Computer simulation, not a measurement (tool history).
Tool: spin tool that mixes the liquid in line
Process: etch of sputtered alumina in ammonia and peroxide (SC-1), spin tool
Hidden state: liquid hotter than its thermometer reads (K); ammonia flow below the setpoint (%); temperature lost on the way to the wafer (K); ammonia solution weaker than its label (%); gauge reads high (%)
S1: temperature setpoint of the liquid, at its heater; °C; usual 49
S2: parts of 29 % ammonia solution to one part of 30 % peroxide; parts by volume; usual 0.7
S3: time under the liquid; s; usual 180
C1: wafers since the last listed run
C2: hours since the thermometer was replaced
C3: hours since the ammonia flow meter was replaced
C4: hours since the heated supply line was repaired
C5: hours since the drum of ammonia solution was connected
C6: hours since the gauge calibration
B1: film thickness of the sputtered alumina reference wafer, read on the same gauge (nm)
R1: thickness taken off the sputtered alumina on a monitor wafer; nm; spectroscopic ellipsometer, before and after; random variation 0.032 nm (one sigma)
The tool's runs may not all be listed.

{"run": 1, "hour": 0.0, "S1": 49, "S2": 0.6, "S3": 180, "C1": 0, "C2": 397.2, "C3": 902.2, "C4": 1192.1, "C5": 77.8, "C6": 453.9, "B1": 49.99, "R1": 5.56}
{"run": 2, "hour": 104.9, "S1": 44.5, "S2": 0.7, "S3": 180, "C1": 677, "C2": 502.1, "C3": 1007.1, "C4": 1297, "C5": 182.7, "C6": 558.8, "B1": 50, "R1": 4.38}
{"run": 3, "hour": 159.2, "S1": 49, "S2": 0.7, "S3": 180, "C1": 350, "C2": 556.4, "C3": 1061.4, "C4": 1351.3, "C5": 237, "C6": 613.1, "B1": 50.01, "R1": 5.64}
{"run": 4, "hour": 261.0, "S1": 49, "S2": 0.7, "S3": 120, "C1": 657, "C2": 658.2, "C3": 1163.2, "C4": 1453.1, "C5": 338.8, "C6": 714.9, "B1": 49.97, "R1": 3.71}
{"hour": 294.9, "done": "new drum of ammonia solution connected"}
{"run": 5, "hour": 343.5, "S1": 49, "S2": 0.45, "S3": 180, "C1": 526, "C2": 740.7, "C3": 1245.7, "C4": 1535.6, "C5": 48.6, "C6": 797.4, "B1": 50.02, "R1": 5.32}
{"hour": 356.2, "done": "ammonia flow meter replaced"}
{"run": 6, "hour": 413.4, "S1": 49, "S2": 0.7, "S3": 180, "C1": 445, "C2": 810.6, "C3": 57.2, "C4": 1605.5, "C5": 118.5, "C6": 867.3, "B1": 50.03, "R1": 5.59}
{"run": 7, "hour": 509.5, "S1": 49, "S2": 0.7, "S3": 180, "C1": 621, "C2": 906.7, "C3": 153.3, "C4": 1701.6, "C5": 214.6, "C6": 963.4, "B1": 50.01, "R1": 5.52}
{"run": 8, "hour": 608.7, "S1": 49, "S2": 0.7, "S3": 180, "C1": 641, "C2": 1005.9, "C3": 252.5, "C4": 1800.8, "C5": 313.8, "C6": 1062.6, "B1": 49.99, "R1": 5.55}
{"hour": 634.1, "done": "thermometer replaced"}
{"run": 9, "hour": 667.1, "S1": 43, "S2": 0.95, "S3": 180, "C1": 370, "C2": 33, "C3": 310.9, "C4": 1859.2, "C5": 372.2, "C6": 1121, "B1": 50.02, "R1": 4.03}
{"hour": 738.0, "done": "heated supply line repaired"}
{"hour": 750.7, "done": "new drum of ammonia solution connected"}
{"run": 10, "hour": 751.2, "S1": 49, "S2": 0.7, "S3": 180, "C1": 530, "C2": 117.1, "C3": 395, "C4": 13.2, "C5": 0.5, "C6": 1205.1, "B1": 50.02, "R1": 5.82}
{"run": 11, "hour": 827.8, "S1": 49, "S2": 0.7, "S3": 180, "C1": 495, "C2": 193.7, "C3": 471.6, "C4": 89.8, "C5": 77.1, "C6": 1281.7, "B1": 50.04, "R1": 5.8}
{"run": 12, "hour": 876.8, "S1": 49, "S2": 0.7, "S3": 180, "C1": 316, "C2": 242.7, "C3": 520.6, "C4": 138.8, "C5": 126.1, "C6": 1330.7, "B1": 50, "R1": 5.8}
{"run": 13, "hour": 924.2, "S1": 40.5, "S2": 0.7, "S3": 90, "C1": 306, "C2": 290.1, "C3": 568, "C4": 186.2, "C5": 173.5, "C6": 1378.1, "B1": 50.06, "R1": 1.78}
{"run": 14, "hour": 1086.0, "S1": 49, "S2": 0.6, "S3": 75, "C1": 1045, "C2": 451.9, "C3": 729.8, "C4": 348, "C5": 335.3, "C6": 1539.9, "B1": 49.97, "R1": 2.34}
{"hour": 1100.6, "done": "new drum of ammonia solution connected"}
{"run": 15, "hour": 1139.1, "S1": 41, "S2": 0.7, "S3": 180, "C1": 336, "C2": 505, "C3": 782.9, "C4": 401.1, "C5": 38.5, "C6": 1593, "B1": 50.05, "R1": 3.66}
{"run": 16, "hour": 1244.7, "S1": 49, "S2": 1, "S3": 150, "C1": 682, "C2": 610.6, "C3": 888.5, "C4": 506.7, "C5": 144.1, "C6": 1698.6, "B1": 50.03, "R1": 4.92}
{"run": 17, "hour": 1316.6, "S1": 40.5, "S2": 0.55, "S3": 70, "C1": 464, "C2": 682.5, "C3": 960.4, "C4": 578.6, "C5": 216, "C6": 1770.5, "B1": 50.04, "R1": 1.32}
{"hour": 1329.0, "done": "gauge calibrated"}
{"run": 18, "hour": 1371.7, "S1": 49, "S2": 0.7, "S3": 225, "C1": 356, "C2": 737.6, "C3": 1015.5, "C4": 633.7, "C5": 271.1, "C6": 42.7, "B1": 49.98, "R1": 7.11}
{"hour": 1451.1, "done": "ammonia flow meter replaced"}
{"run": 19, "hour": 1456.2, "S1": 55, "S2": 0.9, "S3": 85, "C1": 539, "C2": 822.1, "C3": 5.1, "C4": 718.2, "C5": 355.6, "C6": 127.2, "B1": 50, "R1": 3.81}
{"hour": 1498.1, "done": "new drum of ammonia solution connected"}
{"hour": 1522.4, "done": "thermometer replaced"}
{"run": 20, "hour": 1558.9, "S1": 49, "S2": 0.8, "S3": 180, "C1": 650, "C2": 36.5, "C3": 107.8, "C4": 820.9, "C5": 60.8, "C6": 229.9, "B1": 49.98, "R1": 5.74}
{"run": 21, "hour": 1624.6, "S1": 46.5, "S2": 0.95, "S3": 105, "C1": 424, "C2": 102.2, "C3": 173.5, "C4": 886.6, "C5": 126.5, "C6": 295.6, "B1": 50.01, "R1": 2.93}
{"run": 22, "hour": 1726.9, "S1": 49, "S2": 0.7, "S3": 180, "C1": 661, "C2": 204.5, "C3": 275.8, "C4": 988.9, "C5": 228.8, "C6": 397.9, "B1": 50.02, "R1": 5.62}
{"run": 23, "hour": 1822.5, "S1": 49, "S2": 0.7, "S3": 180, "C1": 617, "C2": 300.1, "C3": 371.4, "C4": 1084.5, "C5": 324.4, "C6": 493.5, "B1": 49.96, "R1": 5.61}
{"hour": 1855.6, "done": "new drum of ammonia solution connected"}
{"run": 24, "hour": 1861.0, "S1": 49, "S2": 0.6, "S3": 215, "C1": 242, "C2": 338.6, "C3": 409.9, "C4": 1123, "C5": 5.4, "C6": 532, "B1": 50.01, "R1": 6.54}
{"run": 25, "hour": 1931.7, "S1": 49, "S2": 0.7, "S3": 180, "C1": 456, "C2": 409.3, "C3": 480.6, "C4": 1193.7, "C5": 76.1, "C6": 602.7, "B1": 50.05, "R1": 5.62}

Forecast each of these 3 alternatives for the next run:
{"run": "A", "hour": 1932.2, "S1": 49, "S2": 0.85, "S3": 180, "C1": 3, "C2": 409.8, "C3": 481.1, "C4": 1194.2, "C5": 76.6, "C6": 603.2, "B1": "?", "R1": "?"}
{"run": "B", "hour": 1932.2, "S1": 52, "S2": 0.4, "S3": 125, "C1": 3, "C2": 409.8, "C3": 481.1, "C4": 1194.2, "C5": 76.6, "C6": 603.2, "B1": "?", "R1": "?"}
{"run": "C", "hour": 1932.2, "S1": 49, "S2": 0.7, "S3": 140, "C1": 3, "C2": 409.8, "C3": 481.1, "C4": 1194.2, "C5": 76.6, "C6": 603.2, "B1": "?", "R1": "?"}

run=A B1=50 R1=5.7
run=B B1=50 R1=4.35
run=C B1=50 R1=4.35
Without the tool's hidden state the same runs would have given:
run=A R1=6.01
run=B R1=4.58
run=C R1=4.59

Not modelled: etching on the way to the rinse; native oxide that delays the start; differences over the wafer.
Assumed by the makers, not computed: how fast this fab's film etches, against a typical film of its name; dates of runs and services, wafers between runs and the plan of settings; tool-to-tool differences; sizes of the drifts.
